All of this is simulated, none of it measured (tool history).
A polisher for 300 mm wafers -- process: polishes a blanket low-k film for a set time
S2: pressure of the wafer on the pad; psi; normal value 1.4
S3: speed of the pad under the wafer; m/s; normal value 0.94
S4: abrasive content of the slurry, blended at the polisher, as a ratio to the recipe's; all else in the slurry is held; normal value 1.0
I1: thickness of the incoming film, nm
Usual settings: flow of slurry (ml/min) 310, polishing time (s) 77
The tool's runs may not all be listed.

Run 1, hour 0.0: usual settings but flow of slurry (ml/min) 265; I1 565.3. Result: film removed (Å) 196.
At hour 36.5: slurry blender recalibrated.
Run 2, hour 60.5: usual settings but flow of slurry (ml/min) 265; I1 579.5. Result: film removed (Å) 203.
Run 3, hour 92.6: usual settings but flow of slurry (ml/min) 265; I1 563.3. Result: film removed (Å) 202.
Run 4, hour 162.5: usual settings; I1 562.5. Result: film removed (Å) 196.
Run 5, hour 199.1: usual settings; I1 562.4. Result: film removed (Å) 193.
At hour 212.6: worn pad replaced by a new one.
Run 6, hour 254.5: usual settings; I1 579.6. Result: film removed (Å) 209.
Run 7, hour 302.7: usual settings but S4 0.9; I1 564.5. Result: film removed (Å) 195.
At hour 311.5: slurry nozzle cleaned.
At hour 370.1: slurry blender recalibrated.
Run 8, hour 371.9: usual settings; I1 580.9. Result: film removed (Å) 211.
Run 9, hour 396.6: usual settings but S3 1.24 m/s; I1 580.3. Result: film removed (Å) 255.
Run 10, hour 449.2: usual settings but S2 1.1 psi; I1 569.0. Result: film removed (Å) 173.
At hour 453.2: conditioning disc replaced and pad reconditioned.
Run 11, hour 492.0: usual settings but S3 1.20 m/s, polishing time (s) 94; I1 568.4. Result: film removed (Å) 298.
Run 12, hour 519.4: usual settings but S2 1.1 psi, S3 1.18 m/s, polishing time (s) 61; I1 573.6. Result: film removed (Å) 161.
At hour 527.0: worn pad replaced by a new one.
Run 13, hour 556.0: usual settings but flow of slurry (ml/min) 205, S4 1.2; I1 576.8. Result: film removed (Å) 207.
Run 14, hour 595.0: usual settings but S3 1.12 m/s; I1 575.1. Result: film removed (Å) 231.
At hour 597.0: head pressure recalibrated.
Run 15, hour 665.6: usual settings; I1 580.1. Result: film removed (Å) 203.
Run 16, hour 697.9: usual settings but flow of slurry (ml/min) 345, S2 1.6 psi, S4 1.2, polishing time (s) 88; I1 575.9. Result: film removed (Å) 267.
At hour 752.0: slurry blender recalibrated.
Run 17, hour 768.5: usual settings but flow of slurry (ml/min) 410, S2 1.5 psi, S4 0.7, polishing time (s) 91; I1 563.9. Result: film removed (Å) 222.
Run 18, hour 812.0: usual settings; I1 571.8. Result: film removed (Å) 198.
Run 19, hour 842.0: usual settings but S3 1.14 m/s, S4 0.9; I1 574.1. Result: film removed (Å) 217.
At hour 901.0: worn pad replaced by a new one.
Run 20, hour 903.6: usual settings; I1 572.8. Result: film removed (Å) 206.
At hour 953.6: slurry nozzle cleaned.
Run 21, hour 968.4: usual settings; I1 573.5. Result: film removed (Å) 201.
Run 22, hour 1013.2: usual settings; I1 570.5. Result: film removed (Å) 201.
At hour 1038.3: conditioning disc replaced and pad reconditioned.
Run 23, hour 1077.7: usual settings but S2 1.8 psi, S4 1.1; I1 572.8. Result: film removed (Å) 244.
Run 24, hour 1137.3: usual settings; I1 575.4. Result: film removed (Å) 199.
At hour 1150.5: slurry blender recalibrated.
Run 25, hour 1181.9: usual settings but flow of slurry (ml/min) 375, S2 1.2 psi, polishing time (s) 58; I1 565.3. Result: film removed (Å) 138.
At hour 1233.9: worn pad replaced by a new one.
Run 26, hour 1236.8: usual settings but S3 1.04 m/s; I1 560.1. Result: film removed (Å) 227.

What was the tool's hidden state at every run in the log?
slurry flow missing at the pad, %: 0 at every run
deviation of the head's pressure from its setpoint, %: 0 at every run
time polished since the conditioner stopped cutting, s: 0 at every run
H1: removal rate lost through wear of the pad, %
H2: abrasive missing from the slurry, %
run     H1     H2
  1   3.28     13
  2   4.52   4.18
  3   5.18   6.68
  4   6.62   10.2
  5   7.37   11.4
  6  0.881   12.5
  7   1.87   13.2
  8   3.29  0.594
  9    3.8   2.99
 10   4.87   6.67
 11   5.75   8.65
 12   6.31   9.58
 13   1.26   10.5
 14   2.06   11.3
 15   3.51   12.1
 16   4.17   12.3
 17   5.62      3
 18   6.51   6.44
 19   7.13   8.17
 20  0.614   10.6
 21   1.94     12
 22   2.86   12.7
 23   4.18   13.2
 24   5.41   13.5
 25   6.32   5.29
 26  0.593   8.94
